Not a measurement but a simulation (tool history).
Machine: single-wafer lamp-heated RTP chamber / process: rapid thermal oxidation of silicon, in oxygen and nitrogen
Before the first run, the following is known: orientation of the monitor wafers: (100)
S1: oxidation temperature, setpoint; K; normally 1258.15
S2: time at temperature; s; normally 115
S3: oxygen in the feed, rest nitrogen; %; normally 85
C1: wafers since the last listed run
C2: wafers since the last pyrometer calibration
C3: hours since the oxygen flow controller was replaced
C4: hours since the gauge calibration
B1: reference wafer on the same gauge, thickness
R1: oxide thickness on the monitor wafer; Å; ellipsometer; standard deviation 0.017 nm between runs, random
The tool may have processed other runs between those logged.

run      day       S1   S2  S3    C1    C2      C3      C4     B1     R1
  1    0.000  1277.15  160  85     0   407  3488.2   734.7  7.651  87.33
  2    3.983  1277.15  160  85  1509  1917  3583.8   830.3  7.647  87.23
  3    8.471  1258.15  115  85  1701  3618  3691.5   938.0  7.642  64.87
  4   12.938  1258.15  115  85  1693  5311  3798.7  1045.2  7.642  64.94
  5   14.592  1258.15  115  85   627  5938  3838.4  1084.9  7.642  64.95
  6   17.804  1258.15  115  85  1217  7156  3915.5  1162.0  7.637  64.82
      21.188  -- pyrometer window cleaned and pyrometer calibrated
  7   21.612  1258.15  115  85  1317   161  4006.9  1253.4  7.640  64.50
  8   24.038  1258.15  115  85   919  1080  4065.1  1311.6  7.631  64.80
  9   26.008  1258.15  115  85   747  1827  4112.4  1358.9  7.630  64.79
 10   28.788  1258.15  115  85  1053  2881  4179.1  1425.6  7.631  64.79
 11   31.079  1258.15  115  85   868  3749  4234.1  1480.6  7.635  64.78
      32.871  -- gauge calibrated
 12   34.088  1258.15  115  85  1140  4890  4306.3    29.2  7.725  65.57
 13   38.092  1258.15  115  85  1517  6408  4402.4   125.3  7.701  65.54
 14   41.675  1267.15  115  85  1358  7766  4488.4   211.3  7.691  70.00
      43.133  -- pyrometer window cleaned and pyrometer calibrated
 15   43.688  1258.15  115  63   636   210  4536.7   259.6  7.683  58.81
 16   45.883  1258.15  115  63   832  1043  4589.4   312.3  7.680  58.78
 17   49.625  1258.15  115  63  1418  2461  4679.2   402.1  7.670  58.95
 18   51.700  1258.15  115  98   786  3247  4729.0   451.9  7.659  68.43
 19   54.096  1258.15  115  85   908  4156  4786.5   509.4  7.659  65.30
 20   56.062  1247.15   60  85   745  4901  4833.7   556.6  7.661  45.17
 21   59.350  1274.15  115  85  1246  6147  4912.6   635.5  7.659  73.45
 22   62.150  1258.15  153  85  1061  7209  4979.8   702.7  7.649  74.17
 23   64.046  1258.15   73  98   718  7928  5025.3   748.2  7.645  56.09
      64.438  -- pyrometer window cleaned and pyrometer calibrated
 24   68.138  1267.15  115  98  1424  1402  5123.5   846.4  7.648  72.90
 25   70.088  1249.15  168  58   739  2141  5170.3   893.2  7.639  62.83
 26   72.338  1268.15  115  85   852  2994  5224.3   947.2  7.636  70.14
 27   75.221  1258.15  115  85  1093  4087  5293.5  1016.4  7.641  64.55
 28   77.567  1268.15  115  85   889  4977  5349.8  1072.7  7.639  69.90
 29   79.575  1279.15   93  70   761  5738  5398.0  1120.9  7.633  64.36
 30   81.958  1229.15   85  76   903  6641  5455.2  1178.1  7.640  44.28
      84.683  -- oxygen flow controller replaced
 31   85.329  1242.15   84  59  1151  7793    15.5  1259.0  7.642  44.60
      87.179  -- pyrometer window cleaned and pyrometer calibrated
 32   88.208  1258.15  115  85   965   390    84.6  1328.1  7.634  64.91
 33   92.258  1277.15  115  98  1535  1925   181.8  1425.3  7.641  78.83
 34   96.521  1258.15  142  85  1615  3541   284.1  1527.6  7.636  71.22
      99.258  -- gauge calibrated
 35   99.283  1258.15  150  95  1047  4588   350.4     0.6  7.733  77.15
 36  103.146  1258.15   70  65  1464  6053   443.1    93.3  7.708  48.02
 37  106.679  1245.15  115  95  1339  7392   527.9   178.1  7.700  61.56
     108.854  -- pyrometer window cleaned and pyrometer calibrated
 38  108.875  1230.15  148  98   706     8   580.6   230.8  7.696  62.01

State the hidden condition of the tool at each of the runs:
true wafer temperature minus pyrometer reading, K: 0 at every run
deviation of the oxygen flow from its setpoint, %: 0 at every run
H1: gauge reads high (%)
run      H1
  1   -1.04
  2   -1.09
  3   -1.13
  4   -1.16
  5   -1.17
  6   -1.19
  7   -1.21
  8   -1.22
  9   -1.23
 10   -1.24
 11   -1.24
 12  -0.121
 13  -0.342
 14  -0.505
 15  -0.584
 16  -0.661
 17  -0.774
 18  -0.827
 19  -0.883
 20  -0.923
 21  -0.983
 22   -1.03
 23   -1.05
 24    -1.1
 25   -1.12
 26   -1.14
 27   -1.16
 28   -1.18
 29   -1.19
 30    -1.2
 31   -1.22
 32   -1.23
 33   -1.24
 34   -1.26
 35  0.0538
 36  -0.174
 37  -0.345
 38  -0.437

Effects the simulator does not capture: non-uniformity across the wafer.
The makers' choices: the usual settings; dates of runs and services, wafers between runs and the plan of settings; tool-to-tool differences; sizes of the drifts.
